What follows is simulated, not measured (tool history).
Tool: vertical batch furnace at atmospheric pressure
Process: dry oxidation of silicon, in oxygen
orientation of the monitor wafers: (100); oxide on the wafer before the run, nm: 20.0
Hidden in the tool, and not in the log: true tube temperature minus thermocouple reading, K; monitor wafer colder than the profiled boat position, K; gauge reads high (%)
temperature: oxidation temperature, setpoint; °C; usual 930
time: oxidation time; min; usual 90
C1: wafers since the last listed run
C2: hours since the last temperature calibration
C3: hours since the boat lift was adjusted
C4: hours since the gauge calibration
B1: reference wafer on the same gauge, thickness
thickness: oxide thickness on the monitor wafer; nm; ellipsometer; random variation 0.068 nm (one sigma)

{"run": 1, "day": 0.0, "temperature": 937, "time": 90, "C1": 0, "C2": 4269.4, "C3": 3608.5, "C4": 249.3, "B1": 52.25, "thickness": 47.75}
{"run": 2, "day": 0.817, "temperature": 937, "time": 90, "C1": 278, "C2": 4289, "C3": 3628.1, "C4": 268.9, "B1": 52.26, "thickness": 47.69}
{"run": 3, "day": 1.8, "temperature": 937, "time": 90, "C1": 335, "C2": 4312.6, "C3": 3651.7, "C4": 292.5, "B1": 52.26, "thickness": 47.9}
{"run": 4, "day": 3.217, "temperature": 930, "time": 112.5, "C1": 482, "C2": 4346.6, "C3": 3685.7, "C4": 326.5, "B1": 52.22, "thickness": 51.02}
{"run": 5, "day": 4.438, "temperature": 930, "time": 112.5, "C1": 415, "C2": 4375.9, "C3": 3715, "C4": 355.8, "B1": 52.22, "thickness": 50.92}
{"run": 6, "day": 5.208, "temperature": 930, "time": 112.5, "C1": 262, "C2": 4394.4, "C3": 3733.5, "C4": 374.3, "B1": 52.23, "thickness": 50.72}
{"run": 7, "day": 6.292, "temperature": 930, "time": 90, "C1": 369, "C2": 4420.4, "C3": 3759.5, "C4": 400.3, "B1": 52.22, "thickness": 45.25}
{"run": 8, "day": 7.525, "temperature": 930, "time": 90, "C1": 420, "C2": 4450, "C3": 3789.1, "C4": 429.9, "B1": 52.22, "thickness": 45.32}
{"run": 9, "day": 9.021, "temperature": 930, "time": 90, "C1": 509, "C2": 4485.9, "C3": 3825, "C4": 465.8, "B1": 52.22, "thickness": 45.31}
{"run": 10, "day": 9.662, "temperature": 930, "time": 90, "C1": 218, "C2": 4501.3, "C3": 3840.4, "C4": 481.2, "B1": 52.22, "thickness": 45.3}
{"day": 10.754, "done": "boat lift adjusted"}
{"run": 11, "day": 10.775, "temperature": 949, "time": 119.5, "C1": 38, "C2": 4528, "C3": 0.5, "C4": 507.9, "B1": 52.21, "thickness": 60.62}
{"day": 11.329, "done": "gauge calibrated"}
{"run": 12, "day": 11.746, "temperature": 930, "time": 90, "C1": 330, "C2": 4551.3, "C3": 23.8, "C4": 10, "B1": 52.39, "thickness": 45.48}
{"run": 13, "day": 12.338, "temperature": 917, "time": 90, "C1": 201, "C2": 4565.5, "C3": 38, "C4": 24.2, "B1": 52.36, "thickness": 41.38}
{"run": 14, "day": 13.35, "temperature": 949, "time": 119.5, "C1": 344, "C2": 4589.8, "C3": 62.3, "C4": 48.5, "B1": 52.32, "thickness": 60.87}
{"day": 14.942, "done": "thermocouples replaced and temperature profile calibrated"}
{"run": 15, "day": 14.962, "temperature": 930, "time": 45.5, "C1": 208, "C2": 0.5, "C3": 101, "C4": 87.2, "B1": 52.29, "thickness": 33.94}
{"run": 16, "day": 15.588, "temperature": 930, "time": 90, "C1": 212, "C2": 15.5, "C3": 116, "C4": 102.2, "B1": 52.27, "thickness": 45.28}
{"run": 17, "day": 16.438, "temperature": 930, "time": 90, "C1": 289, "C2": 35.9, "C3": 136.4, "C4": 122.6, "B1": 52.26, "thickness": 45.33}
{"run": 18, "day": 17.546, "temperature": 943, "time": 90, "C1": 377, "C2": 62.5, "C3": 163, "C4": 149.2, "B1": 52.19, "thickness": 49.79}
{"run": 19, "day": 18.9, "temperature": 940, "time": 90, "C1": 461, "C2": 95, "C3": 195.5, "C4": 181.7, "B1": 52.19, "thickness": 48.57}
{"run": 20, "day": 19.512, "temperature": 952, "time": 104, "C1": 208, "C2": 109.7, "C3": 210.2, "C4": 196.4, "B1": 52.16, "thickness": 57.61}
{"run": 21, "day": 20.354, "temperature": 910, "time": 69, "C1": 286, "C2": 129.9, "C3": 230.4, "C4": 216.6, "B1": 52.17, "thickness": 35.43}
{"run": 22, "day": 21.096, "temperature": 943, "time": 50.5, "C1": 252, "C2": 147.7, "C3": 248.2, "C4": 234.4, "B1": 52.18, "thickness": 37.92}

3 ways to go on from here, each from the tool as it stands after run 22. What would each give?
{"run": "A", "day": 21.333, "temperature": 930, "time": 67.5, "C1": 80, "C2": 153.4, "C3": 253.9, "C4": 240.1, "B1": "?", "thickness": "?"}
{"run": "B", "day": 21.333, "temperature": 943, "time": 63, "C1": 80, "C2": 153.4, "C3": 253.9, "C4": 240.1, "B1": "?", "thickness": "?"}
{"run": "C", "day": 21.333, "temperature": 908, "time": 90, "C1": 80, "C2": 153.4, "C3": 253.9, "C4": 240.1, "B1": "?", "thickness": "?"}

run=A B1=52.14 thickness=39.56
run=B B1=52.14 thickness=41.67
run=C B1=52.14 thickness=38.82
Without the tool's hidden state the same runs would have given:
run=A thickness=39.82
run=B thickness=41.94
run=C thickness=39.07

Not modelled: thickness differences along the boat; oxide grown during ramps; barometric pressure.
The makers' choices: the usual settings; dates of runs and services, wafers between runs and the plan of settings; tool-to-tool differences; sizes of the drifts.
